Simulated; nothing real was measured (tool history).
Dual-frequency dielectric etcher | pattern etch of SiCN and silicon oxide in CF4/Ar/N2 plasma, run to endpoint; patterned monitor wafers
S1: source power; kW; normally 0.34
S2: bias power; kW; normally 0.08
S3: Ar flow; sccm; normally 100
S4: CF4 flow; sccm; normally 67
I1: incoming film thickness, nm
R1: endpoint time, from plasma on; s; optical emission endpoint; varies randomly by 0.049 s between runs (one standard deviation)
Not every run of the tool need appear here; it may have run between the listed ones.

run	hour	S1	S2	S3	S4	I1	R1
1	0	0.34	0.08	100	67	11.67	15.9
2	7.7	0.34	0.08	100	67	11.72	16
3	14.6	0.34	0.08	100	67	11.58	15.8
# hour 20.5: source power generator calibrated
# hour 44.1: wet clean of the chamber
4	44.6	0.34	0.08	100	67	11.82	16.6
5	44.9	0.34	0.08	100	67	11.78	16.5
6	52.7	0.28	0.062	90	77	11.63	18.7
# hour 67: Ar flow controller replaced
7	67.5	0.36	0.08	90	67	11.66	15.5
8	72.2	0.26	0.08	91	60	11.61	19
# hour 81.9: CF4 flow controller replaced
# hour 104.4: upper electrode replaced
9	104.9	0.34	0.08	100	67	11.54	16
10	105.2	0.41	0.063	108	76	11.6	15.4
11	114	0.38	0.08	100	67	11.8	15.4
12	136.5	0.34	0.08	100	67	11.61	16.1
13	151.8	0.34	0.08	100	67	11.7	16.2

Expected results for the next run?
14	165.4	0.34	0.088	110	67	11.86	?

{"run 14": {"R1": 16.2}}
With the hidden condition absent and the run-to-run variation left alone, this run would have shown R1 16.3 s.
